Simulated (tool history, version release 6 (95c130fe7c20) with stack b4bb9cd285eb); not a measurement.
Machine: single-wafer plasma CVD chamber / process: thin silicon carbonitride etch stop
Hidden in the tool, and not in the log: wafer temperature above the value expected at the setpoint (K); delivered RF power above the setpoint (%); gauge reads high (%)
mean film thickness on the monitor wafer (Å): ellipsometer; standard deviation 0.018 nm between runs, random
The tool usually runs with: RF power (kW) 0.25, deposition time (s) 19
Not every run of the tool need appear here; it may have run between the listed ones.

run,day,RF power (kW),deposition time (s),wafers since the last listed run,hours since the last thermocouple change,hours since the last RF generator calibration,hours since the showerhead was replaced,hours since the gauge calibration,"read-back reference wafer on the same gauge, thickness_nm",mean film thickness on the monitor wafer (Å)
1,0,0.265,19,0,2205.4,1101.6,2464.7,107.5,11.4,120.22
2,1.321,0.25,21.1,910,2237.1,1133.3,2496.4,139.2,11.397,131.87
3,2.104,0.25,21.1,540,2255.9,1152.1,2515.2,158,11.401,131.8
4,2.792,0.25,19,473,2272.4,1168.6,2531.7,174.5,11.398,118.53
5,4.054,0.25,21.7,870,2302.7,1198.9,2562,204.8,11.402,135.42
6,5.188,0.25,19,781,2329.9,1226.1,2589.2,232,11.398,118.8
7,5.842,0.25,16.8,450,2345.6,1241.8,2604.9,247.7,11.406,104.79
8,6.442,0.25,16.8,413,2360,1256.2,2619.3,262.1,11.395,104.79
# day 6.975: thermocouple changed; heater temperature recalibrated
9,7.796,0.25,19,703,19.7,1288.7,2651.8,294.6,11.404,118.41
10,8.979,0.25,20.5,815,48.1,1317.1,2680.2,323,11.4,127.6
# day 9.4: gauge calibrated
11,10.2,0.25,19,841,77.4,1346.4,2709.5,19.2,11.403,118.21
# day 11.55: showerhead replaced
12,11.571,0.215,20.1,715,110.3,1379.3,0.5,52.1,11.403,121.51
13,11.992,0.25,19,290,120.4,1389.4,10.6,62.2,11.401,118.58
14,13.488,0.25,19,1031,156.3,1425.3,46.5,98.1,11.399,118.42
15,14.183,0.27,16.3,479,173,1442,63.2,114.8,11.398,103.3
# day 14.725: RF generator calibrated
16,15.408,0.23,16.7,614,202.4,16.4,92.6,144.2,11.402,104.33
17,16.842,0.285,19,988,236.8,50.8,127,178.6,11.401,124.6
18,17.562,0.2,20.1,496,254.1,68.1,144.3,195.9,11.401,121.76
19,18.754,0.21,15.6,821,282.7,96.7,172.9,224.5,11.402,95.54

5 options for the next run, each taken on its own from the tool as it stands now. Forecast them:
A,18.771,0.25,20.7,11,283.1,97.1,173.3,224.9,?,?
B,18.771,0.22,21.7,11,283.1,97.1,173.3,224.9,?,?
C,18.771,0.22,19,11,283.1,97.1,173.3,224.9,?,?
D,18.771,0.22,21.6,11,283.1,97.1,173.3,224.9,?,?
E,18.771,0.28,20.5,11,283.1,97.1,173.3,224.9,?,?

run,"read-back reference wafer on the same gauge, thickness_nm",mean film thickness on the monitor wafer (Å)
A,11.401,131.52
B,11.401,134.12
C,11.401,117.43
D,11.401,133.5
E,11.401,133.59
Without the tool's unlogged condition, the same runs would have read:
run,mean film thickness on the monitor wafer (Å)
A,132.06
B,134.67
C,117.91
D,134.05
E,134.14
